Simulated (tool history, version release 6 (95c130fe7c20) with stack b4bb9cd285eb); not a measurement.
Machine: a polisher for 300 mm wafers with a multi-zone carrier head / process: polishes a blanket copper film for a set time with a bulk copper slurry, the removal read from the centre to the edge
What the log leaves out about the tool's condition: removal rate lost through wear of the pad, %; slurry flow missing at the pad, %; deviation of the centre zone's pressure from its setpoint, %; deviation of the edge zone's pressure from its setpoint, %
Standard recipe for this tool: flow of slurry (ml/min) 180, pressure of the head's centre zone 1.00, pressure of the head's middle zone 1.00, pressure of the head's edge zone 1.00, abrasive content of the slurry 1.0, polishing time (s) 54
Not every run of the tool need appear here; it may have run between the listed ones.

| run | hour | flow of slurry (ml/min) | pressure of the head's centre zone | pressure of the head's middle zone | pressure of the head's edge zone | abrasive content of the slurry | polishing time (s) | wafers since the last listed run | wafers polished on this pad | hours since the slurry nozzle was cleaned | hours since the centre zone pressure was calibrated | hours since the edge zone pressure was calibrated | hours since the carrier head's membrane was replaced | incoming thickness of the incoming film, nm | film removed at the wafer's centre (Å) | film removed at mid-radius (Å) | film removed at the wafer's edge (Å) |
|---|---|---|---|---|---|---|---|---|---|---|---|---|---|---|---|---|---|
| 1 | 0.0 | 180 | 0.96 | 1.00 | 1.00 | 1.0 | 54 | 0 | 122 | 504.5 | 83.7 | 467.2 | 740.1 | 2210.2 | 7950 | 8417 | 8234 |
| 2 | 36.7 | 180 | 1.00 | 1.00 | 1.00 | 1.0 | 54 | 411 | 534 | 541.2 | 120.4 | 503.9 | 776.8 | 2209.1 | 8281 | 8195 | 8254 |
| 3 | 75.7 | 180 | 1.00 | 1.00 | 1.00 | 1.0 | 54 | 437 | 971 | 580.2 | 159.4 | 542.9 | 815.8 | 2191.5 | 8229 | 8267 | 8530 |
| 4 | 129.1 | 180 | 1.00 | 1.00 | 1.00 | 1.0 | 54 | 598 | 1570 | 633.6 | 212.8 | 596.3 | 869.2 | 2177.7 | 8190 | 8231 | 8324 |
|  | 152.1 | edge zone pressure recalibrated |
|  | 216.4 | slurry nozzle cleaned |
| 5 | 225.2 | 180 | 1.00 | 1.00 | 1.00 | 1.0 | 54 | 1043 | 2613 | 8.8 | 308.9 | 73.1 | 965.3 | 2215.5 | 8149 | 8200 | 8401 |
|  | 319.6 | centre zone pressure recalibrated |
| 6 | 330.3 | 180 | 1.00 | 1.00 | 1.00 | 1.0 | 54 | 1155 | 3769 | 113.9 | 10.7 | 178.2 | 1070.4 | 2187.1 | 9036 | 8170 | 8176 |
|  | 363.8 | worn pad replaced by a new one |
| 7 | 409.8 | 180 | 1.00 | 1.00 | 1.00 | 1.0 | 54 | 846 | 516 | 193.4 | 90.2 | 257.7 | 1149.9 | 2195.5 | 8754 | 8339 | 8316 |
| 8 | 517.4 | 180 | 1.00 | 1.00 | 0.91 | 1.0 | 54 | 1206 | 1722 | 301.0 | 197.8 | 365.3 | 1257.5 | 2180.4 | 8723 | 8281 | 8013 |
| 9 | 564.2 | 115 | 1.00 | 1.00 | 1.00 | 1.1 | 54 | 524 | 2247 | 347.8 | 244.6 | 412.1 | 1304.3 | 2211.5 | 7939 | 7575 | 7838 |
| 10 | 640.7 | 180 | 1.00 | 0.97 | 1.11 | 0.7 | 47 | 857 | 3104 | 424.3 | 321.1 | 488.6 | 1380.8 | 2171.6 | 7113 | 6658 | 7231 |
|  | 693.4 | edge zone pressure recalibrated |
| 11 | 741.3 | 180 | 1.00 | 1.00 | 1.00 | 1.0 | 54 | 1105 | 4210 | 524.9 | 421.7 | 47.9 | 1481.4 | 2203.2 | 8540 | 8162 | 8384 |
|  | 765.4 | centre zone pressure recalibrated, repeated, since the last time left the tool worse |
| 12 | 793.4 | 245 | 1.00 | 0.91 | 1.00 | 1.1 | 54 | 561 | 4771 | 577.0 | 28.0 | 100.0 | 1533.5 | 2204.7 | 8936 | 8220 | 8726 |
|  | 811.2 | worn pad replaced by a new one |
| 13 | 842.9 | 160 | 1.00 | 1.08 | 1.00 | 1.0 | 38 | 510 | 355 | 626.5 | 77.5 | 149.5 | 1583.0 | 2179.2 | 5743 | 6029 | 5943 |
|  | 905.2 | slurry nozzle cleaned |
|  | 912.5 | carrier head's membrane replaced by a new one |
| 14 | 949.7 | 180 | 1.00 | 1.00 | 1.00 | 1.0 | 54 | 1130 | 1486 | 44.5 | 184.3 | 256.3 | 37.2 | 2178.1 | 8403 | 8282 | 8273 |
| 15 | 1049.6 | 125 | 1.00 | 1.04 | 1.00 | 0.9 | 48 | 1120 | 2606 | 144.4 | 284.2 | 356.2 | 137.1 | 2199.9 | 6305 | 6954 | 6734 |
| 16 | 1147.7 | 180 | 1.00 | 0.90 | 1.00 | 1.0 | 54 | 1099 | 3705 | 242.5 | 382.3 | 454.3 | 235.2 | 2233.2 | 8038 | 7779 | 8281 |

What does the tool deliver on the next run?
|  | 1164.4 | edge zone pressure recalibrated |
|  | 1188.7 | centre zone pressure recalibrated |
|  | 1194.7 | worn pad replaced by a new one |
| 17 | 1214.5 | 215 | 0.96 | 1.00 | 1.00 | 0.9 | 63 | 659 | 222 | 309.3 | 25.8 | 50.1 | 302.0 | 2183.0 | ? | ? | ? |

film removed at the wafer's centre (Å): 9406
film removed at mid-radius (Å): 9828
film removed at the wafer's edge (Å): 9985
Were there no unlogged condition in the tool, this run, its random variation unchanged, would have produced film removed at the wafer's centre (Å) 9437, film removed at mid-radius (Å) 9828, film removed at the wafer's edge (Å) 9985.
